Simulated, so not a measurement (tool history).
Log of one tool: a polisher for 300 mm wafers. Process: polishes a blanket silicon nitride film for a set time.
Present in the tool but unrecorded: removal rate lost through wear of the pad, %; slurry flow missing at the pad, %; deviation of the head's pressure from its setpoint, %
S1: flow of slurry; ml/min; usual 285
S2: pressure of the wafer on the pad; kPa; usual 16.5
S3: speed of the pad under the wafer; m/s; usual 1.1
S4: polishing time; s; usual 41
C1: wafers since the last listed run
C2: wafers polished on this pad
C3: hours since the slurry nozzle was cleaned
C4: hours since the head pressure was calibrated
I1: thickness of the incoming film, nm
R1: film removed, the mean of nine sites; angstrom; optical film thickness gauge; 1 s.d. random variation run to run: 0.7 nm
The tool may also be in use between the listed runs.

run     day   S1    S2    S3  S4   C1    C2     C3     C4     I1   R1
  1       0  285  16.5   1.1  41    0  1459  329.7    156  520.8  536
      0.604  -- worn pad replaced by a new one
  2   1.321  285  16.5  0.94  41  242   150  361.4  187.7  525.2  492
  3   2.625  285  16.5  0.94  41  273   424  392.7    219  522.9  499
  4   3.696  285  16.5   1.1  41  224   649  418.4  244.7    533  524
  5   4.771  285  16.5   1.1  41  225   874  444.2  270.5  530.2  544
  6   5.762  285  16.5   1.1  41  208  1082    468  294.3  523.7  543
  7   7.079  285  16.5   1.1  41  276  1359  499.6  325.9  537.4  537
        7.8  -- worn pad replaced by a new one
  8   7.962  285  16.5   1.1  41  150    34  520.8  347.1    526  542
  9   9.338  285  16.5   1.1  41  288   322  553.8  380.1  526.4  532
 10  10.412  285  16.5   1.1  41  225   548  579.6  405.9  524.7  544
 11  11.096  285  16.5   1.1  41  143   691    596  422.3    528  535
 12  11.908  320  16.5   1.1  41  170   862  615.5  441.8  520.3  535
 13  13.021  285  16.5   1.1  41  233  1095  642.2  468.5  532.9  536
 14  13.842  285  16.5   1.1  41  172  1268  661.9  488.2  524.6  538
 15    14.6  285  16.5   1.1  41  159  1427  680.1  506.4  532.3  537
     15.446  -- worn pad replaced by a new one
 16  15.679  285  16.5   1.1  41  191    48    706  532.3  525.1  534
 17  16.975  360  16.5   1.1  41  271   320  737.1  563.4  530.2  554
 18    17.6  365  16.5   1.1  52  131   451  752.1  578.4  538.9  676
 19  18.921  285  16.5   1.1  41  277   728  783.8  610.1  527.9  540
 20  19.858  285  16.5   1.1  41  196   925  806.3  632.6  536.5  534
       20.3  -- slurry nozzle cleaned
 21  21.121  285  16.5   1.1  41  256  1181   19.7  662.9  533.6  536
 22  21.975  285  16.5   1.1  41  179  1361   40.2  683.4  526.8  530
 23  22.496  335  16.5   1.1  41  109  1470   52.7  695.9    525  542
     23.088  -- worn pad replaced by a new one
 24  23.317  285  16.5   1.1  46  137    48   72.4  715.6  534.5  599
 25  23.954  285  13.1   1.1  41  133   182   87.7  730.9    527  422
     24.404  -- head pressure recalibrated
 26  24.521  260  16.5   1.1  41  101   283  101.3    2.8  538.1  534
 27  25.167  340  16.5   1.1  48  135   419  116.8   18.3  524.2  626
 28  25.858  285  16.5  0.74  41  145   564  133.4   34.9    527  452
 29  26.754  285  16.5   1.1  41  187   752  154.9   56.4  535.1  532
     30.688  -- worn pad replaced by a new one
 30  30.708  285  16.5  1.36  41  794     4  249.8  151.3    530  600
 31    31.9  285  19.3   1.1  41  250   254  278.4  179.9  524.2  630
 32  32.646  285  16.5  0.96  33  156   410  296.3  197.8  537.5  401
 33  34.008  335  22.1  0.96  54  285   696    329  230.5  531.9  897

Across each entry between runs, compare the hidden state at the last listed run before it with the hidden state at the first listed run after it:
In the gap between runs 1 and 2: worn pad replaced by a new one (day 0.604)
  no hidden state differs between the two runs
In the gap between runs 7 and 8: worn pad replaced by a new one (day 7.8)
  no hidden state differs between the two runs
In the gap between runs 15 and 16: worn pad replaced by a new one (day 15.446)
  no hidden state differs between the two runs
In the gap between runs 20 and 21: slurry nozzle cleaned (day 20.3)
  no hidden state differs between the two runs
In the gap between runs 23 and 24: worn pad replaced by a new one (day 23.088)
  no hidden state differs between the two runs
In the gap between runs 25 and 26: head pressure recalibrated (day 24.404)
  no hidden state differs between the two runs
In the gap between runs 29 and 30: worn pad replaced by a new one (day 30.688)
  no hidden state differs between the two runs
